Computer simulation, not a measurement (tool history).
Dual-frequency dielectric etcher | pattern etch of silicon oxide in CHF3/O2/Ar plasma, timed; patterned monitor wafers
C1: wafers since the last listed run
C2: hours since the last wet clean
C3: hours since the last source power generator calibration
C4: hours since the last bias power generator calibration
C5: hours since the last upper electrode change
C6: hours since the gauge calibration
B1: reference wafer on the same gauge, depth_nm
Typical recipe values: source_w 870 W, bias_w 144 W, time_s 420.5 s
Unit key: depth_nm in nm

run 1 hour=0.0 | source_w=870 bias_w=144 time_s=420.5 | C1=0 C2=380.8 C3=2840.7 C4=4761.0 C5=2953.5 C6=530.9 | B1=865.3 | depth_nm=897.1
run 2 hour=16.8 | source_w=920 bias_w=144 time_s=420.5 | C1=64 C2=397.6 C3=2857.5 C4=4777.8 C5=2970.3 C6=547.7 | B1=867.1 | depth_nm=924.7
run 3 hour=32.5 | source_w=920 bias_w=144 time_s=420.5 | C1=60 C2=413.3 C3=2873.2 C4=4793.5 C5=2986.0 C6=563.4 | B1=866.5 | depth_nm=912.5
-- hour=41.4 gauge calibrated
run 4 hour=45.5 | source_w=870 bias_w=144 time_s=420.5 | C1=50 C2=426.3 C3=2886.2 C4=4806.5 C5=2999.0 C6=4.1 | B1=863.9 | depth_nm=897.9
run 5 hour=56.8 | source_w=870 bias_w=144 time_s=420.5 | C1=43 C2=437.6 C3=2897.5 C4=4817.8 C5=3010.3 C6=15.4 | B1=864.9 | depth_nm=889.9
-- hour=87.4 wet clean of the chamber
run 6 hour=87.9 | source_w=810 bias_w=144 time_s=420.5 | C1=27 C2=0.5 C3=2928.6 C4=4848.9 C5=3041.4 C6=46.5 | B1=865.2 | depth_nm=893.8
run 7 hour=88.3 | source_w=810 bias_w=144 time_s=420.5 | C1=1 C2=0.9 C3=2929.0 C4=4849.3 C5=3041.8 C6=46.9 | B1=867.9 | depth_nm=898.8
run 8 hour=94.0 | source_w=980 bias_w=169 time_s=420.5 | C1=22 C2=6.6 C3=2934.7 C4=4855.0 C5=3047.5 C6=52.6 | B1=865.1 | depth_nm=1006.3
run 9 hour=102.0 | source_w=980 bias_w=169 time_s=420.5 | C1=30 C2=14.6 C3=2942.7 C4=4863.0 C5=3055.5 C6=60.6 | B1=865.6 | depth_nm=1002.7
run 10 hour=114.9 | source_w=980 bias_w=169 time_s=420.5 | C1=49 C2=27.5 C3=2955.6 C4=4875.9 C5=3068.4 C6=73.5 | B1=864.9 | depth_nm=1008.3
run 11 hour=131.7 | source_w=740 bias_w=144 time_s=420.5 | C1=64 C2=44.3 C3=2972.4 C4=4892.7 C5=3085.2 C6=90.3 | B1=866.4 | depth_nm=868.0
-- hour=148.2 bias power generator calibrated
run 12 hour=148.7 | source_w=960 bias_w=113 time_s=388.0 | C1=50 C2=61.3 C3=2989.4 C4=0.5 C5=3102.2 C6=107.3 | B1=865.3 | depth_nm=816.3
run 13 hour=162.7 | source_w=770 bias_w=144 time_s=420.5 | C1=54 C2=75.3 C3=3003.4 C4=14.5 C5=3116.2 C6=121.3 | B1=865.8 | depth_nm=886.0
-- hour=224.9 upper electrode replaced
run 14 hour=225.4 | source_w=1040 bias_w=178 time_s=420.5 | C1=149 C2=138.0 C3=3066.1 C4=77.2 C5=0.5 C6=184.0 | B1=866.5 | depth_nm=1019.6
run 15 hour=225.9 | source_w=870 bias_w=144 time_s=420.5 | C1=1 C2=138.5 C3=3066.6 C4=77.7 C5=1.0 C6=184.5 | B1=866.4 | depth_nm=919.2
-- hour=233.1 source power generator calibrated
run 16 hour=239.9 | source_w=780 bias_w=144 time_s=379.5 | C1=38 C2=152.5 C3=6.8 C4=91.7 C5=15.0 C6=198.5 | B1=867.3 | depth_nm=795.5
run 17 hour=253.8 | source_w=960 bias_w=144 time_s=420.5 | C1=53 C2=166.4 C3=20.7 C4=105.6 C5=28.9 C6=212.4 | B1=866.1 | depth_nm=951.5
run 18 hour=262.2 | source_w=870 bias_w=144 time_s=420.5 | C1=32 C2=174.8 C3=29.1 C4=114.0 C5=37.3 C6=220.8 | B1=866.5 | depth_nm=912.9
run 19 hour=277.5 | source_w=680 bias_w=160 time_s=306.0 | C1=59 C2=190.1 C3=44.4 C4=129.3 C5=52.6 C6=236.1 | B1=867.1 | depth_nm=635.0
run 20 hour=286.1 | source_w=930 bias_w=118 time_s=500.5 | C1=33 C2=198.7 C3=53.0 C4=137.9 C5=61.2 C6=244.7 | B1=865.7 | depth_nm=1038.4
run 21 hour=297.2 | source_w=1000 bias_w=162 time_s=512.5 | C1=42 C2=209.8 C3=64.1 C4=149.0 C5=72.3 C6=255.8 | B1=868.2 | depth_nm=1206.9
run 22 hour=309.1 | source_w=960 bias_w=144 time_s=536.5 | C1=46 C2=221.7 C3=76.0 C4=160.9 C5=84.2 C6=267.7 | B1=863.1 | depth_nm=1198.2
run 23 hour=350.7 | source_w=1020 bias_w=114 time_s=420.5 | C1=160 C2=263.3 C3=117.6 C4=202.5 C5=125.8 C6=309.3 | B1=865.7 | depth_nm=888.9
run 24 hour=390.5 | source_w=760 bias_w=130 time_s=524.0 | C1=153 C2=303.1 C3=157.4 C4=242.3 C5=165.6 C6=349.1 | B1=864.9 | depth_nm=1049.8
run 25 hour=398.1 | source_w=1060 bias_w=130 time_s=327.0 | C1=29 C2=310.7 C3=165.0 C4=249.9 C5=173.2 C6=356.7 | B1=865.6 | depth_nm=723.2
run 26 hour=415.4 | source_w=870 bias_w=169 time_s=365.0 | C1=66 C2=328.0 C3=182.3 C4=267.2 C5=190.5 C6=374.0 | B1=865.7 | depth_nm=810.8
run 27 hour=425.2 | source_w=870 bias_w=144 time_s=420.5 | C1=37 C2=337.8 C3=192.1 C4=277.0 C5=200.3 C6=383.8 | B1=865.9 | depth_nm=893.9
run 28 hour=434.3 | source_w=870 bias_w=144 time_s=420.5 | C1=35 C2=346.9 C3=201.2 C4=286.1 C5=209.4 C6=392.9 | B1=865.4 | depth_nm=891.9
run 29 hour=445.2 | source_w=870 bias_w=144 time_s=420.5 | C1=42 C2=357.8 C3=212.1 C4=297.0 C5=220.3 C6=403.8 | B1=865.8 | depth_nm=892.3
run 30 hour=455.0 | source_w=870 bias_w=144 time_s=466.0 | C1=37 C2=367.6 C3=221.9 C4=306.8 C5=230.1 C6=413.6 | B1=865.2 | depth_nm=995.3
run 31 hour=470.7 | source_w=870 bias_w=144 time_s=420.5 | C1=60 C2=383.3 C3=237.6 C4=322.5 C5=245.8 C6=429.3 | B1=864.4 | depth_nm=883.3

Forecast each of these 3 alternatives for the next run:
run A hour=471.2 | source_w=870 bias_w=144 time_s=544.5 | C1=1 C2=383.8 C3=238.1 C4=323.0 C5=246.3 C6=429.8 | B1=? | depth_nm=?
run B hour=471.2 | source_w=870 bias_w=144 time_s=335.0 | C1=1 C2=383.8 C3=238.1 C4=323.0 C5=246.3 C6=429.8 | B1=? | depth_nm=?
run C hour=471.2 | source_w=1080 bias_w=144 time_s=506.5 | C1=1 C2=383.8 C3=238.1 C4=323.0 C5=246.3 C6=429.8 | B1=? | depth_nm=?

run=A B1=866.9 depth_nm=1159.1
run=B B1=866.9 depth_nm=713.1
run=C B1=866.9 depth_nm=1156.9
What these runs would have given with no unlogged condition in the tool:
run=A depth_nm=1210.3
run=B depth_nm=744.6
run=C depth_nm=1208.0

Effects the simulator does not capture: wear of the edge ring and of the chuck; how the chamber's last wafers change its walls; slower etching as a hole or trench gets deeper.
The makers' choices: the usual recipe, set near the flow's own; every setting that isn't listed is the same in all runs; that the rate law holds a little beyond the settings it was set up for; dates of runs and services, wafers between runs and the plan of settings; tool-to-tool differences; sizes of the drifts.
